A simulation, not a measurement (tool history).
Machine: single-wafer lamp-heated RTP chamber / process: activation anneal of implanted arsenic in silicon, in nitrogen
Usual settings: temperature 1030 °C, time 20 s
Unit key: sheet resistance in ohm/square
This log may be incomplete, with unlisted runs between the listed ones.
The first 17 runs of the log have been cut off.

| run | hour | temperature | time | read-back reference wafer on the same gauge, sheet resistance | sheet resistance |
|---|---|---|---|---|---|
| 18 | 757.9 | 1030 | 25 | 153.02 | 132.51 |
| 19 | 811.6 | 1045 | 12 | 153.14 | 136.71 |
| 20 | 840.6 | 1018 | 20 | 153.01 | 139.08 |
| 21 | 886.6 | 1030 | 32 | 152.99 | 129.34 |
| 22 | 934.7 | 1004 | 13 | 153.03 | 152.47 |
|  | 959 | gauge calibrated |
|  | 1001.9 | pyrometer window cleaned and pyrometer calibrated |
| 23 | 1002.4 | 1030 | 20 | 152.91 | 134.65 |
| 24 | 1052.9 | 1030 | 20 | 153.02 | 135.5 |
| 25 | 1097.9 | 1030 | 20 | 152.97 | 134.66 |
| 26 | 1128.1 | 1030 | 20 | 152.95 | 134.56 |
| 27 | 1165.6 | 1022 | 20 | 153.16 | 137.79 |
| 28 | 1226.6 | 1007 | 24 | 153.03 | 140.27 |
| 29 | 1259.6 | 1013 | 11 | 152.99 | 148.62 |
| 30 | 1330.5 | 1030 | 20 | 153 | 133.24 |
| 31 | 1363.2 | 1030 | 20 | 152.96 | 134.78 |
|  | 1373.3 | reflector plate cleaned |
|  | 1381.1 | pyrometer window cleaned and pyrometer calibrated |
| 32 | 1420.3 | 1058 | 20 | 152.96 | 128.68 |
| 33 | 1476.1 | 1043 | 12 | 153.08 | 139.16 |
| 34 | 1525.9 | 1053 | 32 | 152.9 | 123.4 |
| 35 | 1586.7 | 1030 | 20 | 152.73 | 136.8 |
| 36 | 1654.7 | 1004 | 12 | 153.11 | 153.96 |
|  | 1731.5 | pyrometer window cleaned and pyrometer calibrated |
| 37 | 1732 | 1030 | 20 | 152.87 | 135.96 |

3 ways to go on from here, each from the tool as it stands after run 37. What would each give?
| A | 1732.4 | 1030 | 20 | ? | ? |
| B | 1732.4 | 1050 | 12 | ? | ? |
| C | 1732.4 | 1039 | 9 | ? | ? |

| run | read-back reference wafer on the same gauge, sheet resistance | sheet resistance |
|---|---|---|
| A | 152.77 | 135.24 |
| B | 152.77 | 135.78 |
| C | 152.77 | 143.37 |
Take away the tool's hidden state, keep each run's random variation, and the runs would have read:
| run | sheet resistance |
|---|---|
| A | 135.56 |
| B | 136.08 |
| C | 143.72 |
